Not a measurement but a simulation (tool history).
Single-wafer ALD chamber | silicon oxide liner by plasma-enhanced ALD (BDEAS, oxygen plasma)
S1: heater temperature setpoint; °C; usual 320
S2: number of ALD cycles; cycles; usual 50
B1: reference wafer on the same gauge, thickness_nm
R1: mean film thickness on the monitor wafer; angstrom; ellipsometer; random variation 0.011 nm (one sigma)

Run 1, hour 0: usual settings; B1 4.519. Result: R1 45.79 angstrom.
Run 2, hour 40.3: usual settings; B1 4.518. Result: R1 45.82 angstrom.
Run 3, hour 105.8: usual settings but S1 309 °C; B1 4.519. Result: R1 46.7 angstrom.
Run 4, hour 171.1: usual settings but S1 309 °C; B1 4.519. Result: R1 46.68 angstrom.
Run 5, hour 221.6: usual settings but S1 309 °C; B1 4.52. Result: R1 46.36 angstrom.
Run 6, hour 283.6: usual settings; B1 4.521. Result: R1 45.67 angstrom.
Run 7, hour 335.1: usual settings; B1 4.518. Result: R1 45.91 angstrom.
Run 8, hour 386: usual settings; B1 4.52. Result: R1 45.84 angstrom.
Run 9, hour 457.8: usual settings but S1 309 °C, S2 46 cycles; B1 4.52. Result: R1 42.76 angstrom.
Run 10, hour 498.2: usual settings but S2 54 cycles; B1 4.521. Result: R1 49.17 angstrom.
Run 11, hour 536.4: usual settings but S2 54 cycles; B1 4.521. Result: R1 49.44 angstrom.
Run 12, hour 575: usual settings but S2 54 cycles; B1 4.519. Result: R1 49.26 angstrom.
Run 13, hour 612.8: usual settings but S2 47 cycles; B1 4.519. Result: R1 42.87 angstrom.
Run 14, hour 659.9: usual settings but S2 47 cycles; B1 4.52. Result: R1 42.91 angstrom.
Run 15, hour 696.4: usual settings but S2 47 cycles; B1 4.521. Result: R1 42.65 angstrom.
Run 16, hour 751.9: usual settings; B1 4.519. Result: R1 45.51 angstrom.
Run 17, hour 791.6: usual settings; B1 4.52. Result: R1 45.52 angstrom.
Run 18, hour 829.2: usual settings; B1 4.524. Result: R1 45.51 angstrom.
Run 19, hour 880.3: usual settings but S2 56 cycles; B1 4.519. Result: R1 50.88 angstrom.
At hour 904.6: thermocouple changed; heater temperature recalibrated.
Run 20, hour 1094.9: usual settings but S1 310 °C, S2 57 cycles; B1 4.521. Result: R1 52.86 angstrom.
Run 21, hour 1133.7: usual settings but S1 334 °C, S2 59 cycles; B1 4.52. Result: R1 52.73 angstrom.
Run 22, hour 1176.9: usual settings but S1 332 °C, S2 59 cycles; B1 4.52. Result: R1 52.97 angstrom.
Run 23, hour 1213.4: usual settings; B1 4.518. Result: R1 45.96 angstrom.
Run 24, hour 1251.1: usual settings but S1 311 °C, S2 55 cycles; B1 4.52. Result: R1 51.09 angstrom.
Run 25, hour 1280: usual settings; B1 4.522. Result: R1 45.96 angstrom.
At hour 1282.6: gauge calibrated.
Run 26, hour 1329.2: usual settings but S1 310 °C; B1 4.52. Result: R1 46.42 angstrom.
Run 27, hour 1368.7: usual settings but S1 333 °C, S2 56 cycles; B1 4.519. Result: R1 50.32 angstrom.
Run 28, hour 1395.5: usual settings but S1 315 °C; B1 4.52. Result: R1 46.02 angstrom.
Run 29, hour 1462: usual settings but S1 327 °C; B1 4.522. Result: R1 45.31 angstrom.
Run 30, hour 1500.6: usual settings but S1 328 °C, S2 45 cycles; B1 4.52. Result: R1 40.5 angstrom.
Run 31, hour 1550.1: usual settings but S1 311 °C; B1 4.517. Result: R1 46.32 angstrom.
Run 32, hour 1586.6: usual settings; B1 4.517. Result: R1 45.7 angstrom.
Run 33, hour 1627.6: usual settings; B1 4.524. Result: R1 45.72 angstrom.
Run 34, hour 1666.5: usual settings; B1 4.52. Result: R1 45.68 angstrom.
Run 35, hour 1691.8: usual settings but S1 324 °C; B1 4.521. Result: R1 45.63 angstrom.
Run 36, hour 1747.8: usual settings but S1 310 °C, S2 57 cycles; B1 4.517. Result: R1 52.74 angstrom.
Run 37, hour 1799.3: usual settings but S1 330 °C, S2 58 cycles; B1 4.52. Result: R1 51.8 angstrom.
Run 38, hour 1829.9: usual settings but S1 316 °C, S2 58 cycles; B1 4.517. Result: R1 53.18 angstrom.

5 ways to go on from here, each from the tool as it stands after run 38. What would each give?
Run A, hour 1830.4: usual settings; B1 ?. Result: R1 ?.
Run B, hour 1830.4: usual settings but S1 316 °C, S2 59 cycles; B1 ?. Result: R1 ?.
Run C, hour 1830.4: usual settings but S1 332 °C; B1 ?. Result: R1 ?.
Run D, hour 1830.4: usual settings but S1 335 °C, S2 45 cycles; B1 ?. Result: R1 ?.
Run E, hour 1830.4: usual settings but S1 308 °C, S2 53 cycles; B1 ?. Result: R1 ?.

run     B1     R1
  A  4.519  45.47
  B  4.519  53.97
  C  4.519  44.64
  D  4.519     40
  E  4.519  49.06
Without the tool's hidden state the same runs would have given:
run     R1
  A  45.79
  B  54.36
  C  44.97
  D  40.29
  E  49.41
